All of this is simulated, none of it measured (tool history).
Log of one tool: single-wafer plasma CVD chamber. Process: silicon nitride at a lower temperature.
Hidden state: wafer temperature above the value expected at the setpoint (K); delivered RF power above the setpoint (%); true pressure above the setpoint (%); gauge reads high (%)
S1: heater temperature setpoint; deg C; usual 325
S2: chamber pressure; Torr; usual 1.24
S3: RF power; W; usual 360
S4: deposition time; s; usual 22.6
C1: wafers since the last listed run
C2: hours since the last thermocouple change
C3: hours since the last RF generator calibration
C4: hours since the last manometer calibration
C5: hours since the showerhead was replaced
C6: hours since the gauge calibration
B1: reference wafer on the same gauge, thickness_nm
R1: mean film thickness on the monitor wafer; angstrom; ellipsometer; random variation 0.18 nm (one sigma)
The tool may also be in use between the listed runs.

run,hour,S1,S2,S3,S4,C1,C2,C3,C4,C5,C6,B1,R1
1,0,325,1.24,360,22.6,0,1133.6,1367.7,500.8,7189.8,1249.1,25.5,292.72
2,78.6,325,1.15,360,24.4,2791,1212.2,1446.3,579.4,7268.4,1327.7,25.534,304.24
3,119.8,325,1.24,360,22.6,1463,1253.4,1487.5,620.6,7309.6,1368.9,25.475,292.74
4,186.8,325,1.24,360,22.6,2379,1320.4,1554.5,687.6,7376.6,1435.9,25.558,289.51
5,231.3,325,1.24,360,22.6,1580,1364.9,1599,732.1,7421.1,1480.4,25.496,293.24
6,328.8,325,1.24,360,22.6,3462,1462.4,1696.5,829.6,7518.6,1577.9,25.482,290.09
7,412.9,325,1.24,360,22.6,2986,1546.5,1780.6,913.7,7602.7,1662,25.529,289.81
8,498.8,325,1.24,360,22.6,3050,1632.4,1866.5,999.6,7688.6,1747.9,25.507,292.78
9,580.2,325,1.24,360,22.6,2890,1713.8,1947.9,1081,7770,1829.3,25.465,287.57
10,627.2,325,1.24,360,22.6,1669,1760.8,1994.9,1128,7817,1876.3,25.529,288.43
11,673.2,325,1.24,360,22.6,1633,1806.8,2040.9,1174,7863,1922.3,25.481,287.96
# hour 725.4: showerhead replaced
12,725.9,325,1.24,360,22.6,1587,1859.5,2093.6,1226.7,0.5,1975,25.496,290.84
13,787.4,325,1.24,360,22.6,2183,1921,2155.1,1288.2,62,2036.5,25.474,288.36
14,870,325,1.24,360,20.1,2933,2003.6,2237.7,1370.8,144.6,2119.1,25.468,257.62
15,919.5,332,1.24,430,22.6,1757,2053.1,2287.2,1420.3,194.1,2168.6,25.477,311.08
16,998.3,325,1.24,360,22.6,2798,2131.9,2366,1499.1,272.9,2247.4,25.522,288.6
# hour 1119.9: gauge calibrated
# hour 1135.1: RF generator calibrated
17,1204.9,325,1.24,360,22.6,7052,2338.5,69.8,1705.7,479.5,85,25.488,301.61
18,1277.2,337,0.95,360,22.6,2567,2410.8,142.1,1778,551.8,157.3,25.519,256.94
19,1336.2,312,1.24,360,22.6,2095,2469.8,201.1,1837,610.8,216.3,25.441,300.31
# hour 1379.6: thermocouple changed; heater temperature recalibrated
20,1437.7,318,1.24,320,22.6,3320,58.1,302.6,1938.5,712.3,317.8,25.466,282.41
21,1502.6,325,1.24,360,22.6,2304,123,367.5,2003.4,777.2,382.7,25.53,298.16
22,1576.3,325,1.24,360,22.6,2617,196.7,441.2,2077.1,850.9,456.4,25.495,294.21
# hour 1623.9: capacitance manometer re-zeroed and calibrated
23,1648,325,1.24,360,22.6,2262,268.4,512.9,24.1,922.6,528.1,25.512,293.58
24,1739.1,336,1.24,305,22.6,3235,359.5,604,115.2,1013.7,619.2,25.484,272.54
25,1799,316,1.15,410,22.6,2127,419.4,663.9,175.1,1073.6,679.1,25.458,306.16
26,1879.3,325,1.24,305,22.6,2851,499.7,744.2,255.4,1153.9,759.4,25.527,272.48
27,1952,333,1.51,410,18.5,2581,572.4,816.9,328.1,1226.6,832.1,25.532,275.4
28,2022.4,311,1.05,425,25.7,2500,642.8,887.3,398.5,1297,902.5,25.491,338.59
29,2075.2,316,1.49,360,25.6,1875,695.6,940.1,451.3,1349.8,955.3,25.485,358.73

The same runs without the tool's hidden state, with the same run-to-run variation:
run,R1
1,300.04
2,312.24
3,300.63
4,297.63
5,301.67
6,298.91
7,299.01
8,302.49
9,297.49
10,298.61
11,298.35
12,301.59
13,299.31
14,267.76
15,322.9
16,300.58
17,302.97
18,258.38
19,302.27
20,284.77
21,300.88
22,297.23
23,296.92
24,276.17
25,310.16
26,276.74
27,279.67
28,344.06
29,365.24
